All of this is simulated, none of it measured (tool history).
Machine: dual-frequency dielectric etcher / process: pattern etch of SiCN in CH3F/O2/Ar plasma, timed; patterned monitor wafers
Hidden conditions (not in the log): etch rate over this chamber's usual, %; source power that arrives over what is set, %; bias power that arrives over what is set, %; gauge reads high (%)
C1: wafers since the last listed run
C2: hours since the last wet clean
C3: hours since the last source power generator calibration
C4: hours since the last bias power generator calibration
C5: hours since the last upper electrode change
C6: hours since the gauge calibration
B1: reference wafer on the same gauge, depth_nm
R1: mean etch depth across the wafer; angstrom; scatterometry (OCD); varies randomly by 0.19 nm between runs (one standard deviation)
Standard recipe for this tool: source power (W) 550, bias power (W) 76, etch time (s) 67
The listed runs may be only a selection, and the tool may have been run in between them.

run 1 day=0 | source_power_(W)=630 bias_power_(W)=76 etch_time_(s)=55 | C1=0 C2=435.7 C3=1829.1 C4=4009.4 C5=2174.6 C6=2673.6 | B1=24.18 | R1=244.5
run 2 day=2.267 | source_power_(W)=630 bias_power_(W)=76 etch_time_(s)=55 | C1=442 C2=490.1 C3=1883.5 C4=4063.8 C5=2229 C6=2728 | B1=24.21 | R1=242.6
run 3 day=3.775 | source_power_(W)=550 bias_power_(W)=76 etch_time_(s)=83 | C1=294 C2=526.3 C3=1919.7 C4=4100 C5=2265.2 C6=2764.2 | B1=24.17 | R1=355.2
run 4 day=5.808 | source_power_(W)=550 bias_power_(W)=76 etch_time_(s)=83 | C1=397 C2=575.1 C3=1968.5 C4=4148.8 C5=2314 C6=2813 | B1=24.21 | R1=353.1
run 5 day=7.358 | source_power_(W)=550 bias_power_(W)=76 etch_time_(s)=83 | C1=302 C2=612.3 C3=2005.7 C4=4186 C5=2351.2 C6=2850.2 | B1=24.16 | R1=352
-- day=10.696 wet clean of the chamber
run 6 day=10.821 | source_power_(W)=550 bias_power_(W)=87 etch_time_(s)=67 | C1=480 C2=3 C3=2088.8 C4=4269.1 C5=2434.3 C6=2933.3 | B1=24.15 | R1=297.6
run 7 day=14.325 | source_power_(W)=510 bias_power_(W)=76 etch_time_(s)=82 | C1=684 C2=87.1 C3=2172.9 C4=4353.2 C5=2518.4 C6=3017.4 | B1=24.23 | R1=338.8
run 8 day=17.112 | source_power_(W)=510 bias_power_(W)=76 etch_time_(s)=82 | C1=544 C2=154 C3=2239.8 C4=4420.1 C5=2585.3 C6=3084.3 | B1=24.25 | R1=339.5
run 9 day=20.354 | source_power_(W)=550 bias_power_(W)=76 etch_time_(s)=67 | C1=632 C2=231.8 C3=2317.6 C4=4497.9 C5=2663.1 C6=3162.1 | B1=24.18 | R1=285.6
run 10 day=23.046 | source_power_(W)=550 bias_power_(W)=76 etch_time_(s)=67 | C1=525 C2=296.4 C3=2382.2 C4=4562.5 C5=2727.7 C6=3226.7 | B1=24.23 | R1=284.1
-- day=24.225 source power generator calibrated
-- day=26.171 upper electrode replaced
run 11 day=26.862 | source_power_(W)=550 bias_power_(W)=89 etch_time_(s)=67 | C1=517 C2=388 C3=63.3 C4=4654.1 C5=16.6 C6=3318.3 | B1=24.25 | R1=297
run 12 day=29.617 | source_power_(W)=600 bias_power_(W)=76 etch_time_(s)=49.5 | C1=537 C2=454.1 C3=129.4 C4=4720.2 C5=82.7 C6=3384.4 | B1=24.27 | R1=217.4
run 13 day=33.488 | source_power_(W)=550 bias_power_(W)=66 etch_time_(s)=67 | C1=755 C2=547 C3=222.3 C4=4813.1 C5=175.6 C6=3477.3 | B1=24.2 | R1=269.4
-- day=36.333 wet clean of the chamber
run 14 day=37.788 | source_power_(W)=660 bias_power_(W)=69 etch_time_(s)=75.5 | C1=644 C2=34.9 C3=325.5 C4=4916.3 C5=278.8 C6=3580.5 | B1=24.18 | R1=328.5
run 15 day=40.158 | source_power_(W)=550 bias_power_(W)=76 etch_time_(s)=86.5 | C1=462 C2=91.8 C3=382.4 C4=4973.2 C5=335.7 C6=3637.4 | B1=24.22 | R1=369
run 16 day=43.842 | source_power_(W)=620 bias_power_(W)=92 etch_time_(s)=53 | C1=719 C2=180.2 C3=470.8 C4=5061.6 C5=424.1 C6=3725.8 | B1=24.23 | R1=250.2
-- day=45.558 gauge calibrated
run 17 day=48.025 | source_power_(W)=510 bias_power_(W)=89 etch_time_(s)=67 | C1=816 C2=280.6 C3=571.2 C4=5162 C5=524.5 C6=59.2 | B1=24.17 | R1=294.1
-- day=51.35 bias power generator calibrated
run 18 day=52.35 | source_power_(W)=550 bias_power_(W)=65 etch_time_(s)=67 | C1=811 C2=384.4 C3=675 C4=24 C5=628.3 C6=163 | B1=24.25 | R1=272.2
run 19 day=55.75 | source_power_(W)=600 bias_power_(W)=58 etch_time_(s)=79.5 | C1=663 C2=466 C3=756.6 C4=105.6 C5=709.9 C6=244.6 | B1=24.17 | R1=318.2
run 20 day=59.746 | source_power_(W)=550 bias_power_(W)=76 etch_time_(s)=67 | C1=780 C2=561.9 C3=852.5 C4=201.5 C5=805.8 C6=340.5 | B1=24.22 | R1=286.6
-- day=64.354 wet clean of the chamber
run 21 day=70.767 | source_power_(W)=550 bias_power_(W)=76 etch_time_(s)=67 | C1=1956 C2=153.9 C3=1117 C4=466 C5=1070.3 C6=605 | B1=24.18 | R1=284.2

Run 22 is up next; what results do you expect?
run 22 day=75.092 | source_power_(W)=460 bias_power_(W)=70 etch_time_(s)=79 | C1=844 C2=257.7 C3=1220.8 C4=569.8 C5=1174.1 C6=708.8 | B1=? | R1=?

For run 22 the tool returned B1 24.23, R1 306.5 angstrom.
Take away the tool's hidden state, keep the run-to-run variation as it was, and the same run would have given R1 306.5 angstrom.

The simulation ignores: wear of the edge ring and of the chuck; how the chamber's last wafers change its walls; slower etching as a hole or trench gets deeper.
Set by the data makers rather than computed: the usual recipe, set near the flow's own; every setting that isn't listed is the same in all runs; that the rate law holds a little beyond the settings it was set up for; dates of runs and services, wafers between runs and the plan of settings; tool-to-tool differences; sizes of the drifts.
